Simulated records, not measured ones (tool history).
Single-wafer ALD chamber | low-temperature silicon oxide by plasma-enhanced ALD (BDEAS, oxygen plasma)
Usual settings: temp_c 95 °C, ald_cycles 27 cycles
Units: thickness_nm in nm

run    hour  temp_c  ald_cycles  read-back reference wafer on the same gauge, thickness_nm  thickness_nm
  1     0.0      95          27                                                      4.731         4.512
  2    23.0      95          27                                                      4.730         4.509
  3    35.9      95          27                                                      4.729         4.485
  4    51.6      95          27                                                      4.735         4.509
  5    85.9      95          27                                                      4.727         4.533
  6   126.9      95          27                                                      4.730         4.505
  7   159.9      95          27                                                      4.731         4.513
  8   183.5      95          27                                                      4.731         4.507
  9   218.9      95          23                                                      4.731         3.846
 10   250.2      95          24                                                      4.729         4.029
 11   284.4      95          24                                                      4.730         4.022
 12   365.0      95          24                                                      4.728         4.006
 13   386.4      95          30                                                      4.729         5.030
 14   455.7      95          30                                                      4.731         5.070
 15   474.8      95          27                                                      4.732         4.514
 16   491.6      95          27                                                      4.731         4.544
 17   515.2      95          27                                                      4.730         4.548
 18   540.5      95          27                                                      4.731         4.542
 19   560.7      86          27                                                      4.732         4.698
 20   629.9      95          27                                                      4.730         4.533
 21   648.2      95          22                                                      4.731         3.713
 22   664.2      95          27                                                      4.732         4.548
      687.8  -- gauge calibrated
 23   746.4      95          27                                                      4.728         4.570
 24   830.9      83          27                                                      4.732         4.788
      842.8  -- thermocouple changed; heater temperature recalibrated
 25   844.5     108          24                                                      4.728         3.897
 26   872.5      95          27                                                      4.730         4.622
 27   931.4      88          25                                                      4.727         4.390
 28   958.6      82          32                                                      4.729         5.762
 29   977.1     110          27                                                      4.733         4.369
     1025.6  -- thermocouple changed; heater temperature recalibrated, repeated, since the last time left the tool worse
 30  1068.9     102          28                                                      4.729         4.555
 31  1092.4      89          26                                                      4.732         4.442
 32  1137.6      88          24                                                      4.733         4.115
 33  1166.9      91          31                                                      4.727         5.268
 34  1179.1      99          24                                                      4.731         3.946
 35  1209.6      83          30                                                      4.727         5.241
 36  1244.2     104          27                                                      4.731         4.382

Measured less the same run without the tool's hidden state. The same run-to-run variation is in both; the gauge's scatter may not be:
The hidden state here: wafer temperature above the value expected at the setpoint (K); gauge reads high (%).
run  thickness_nm
  1        +0.030
  2        +0.032
  3        +0.032
  4        +0.034
  5        +0.036
  6        +0.038
  7        +0.040
  8        +0.040
  9        +0.036
 10        +0.039
 11        +0.041
 12        +0.045
 13        +0.057
 14        +0.062
 15        +0.056
 16        +0.058
 17        +0.059
 18        +0.060
 19        +0.060
 20        +0.065
 21        +0.053
 22        +0.067
 23        +0.072
 24        +0.076
 25        +0.058
 26        +0.134
 27        +0.126
 28        +0.164
 29        +0.069
 30        +0.010
 31        +0.022
 32        +0.021
 33        +0.030
 34        +0.024
 35        +0.031
 36        +0.015
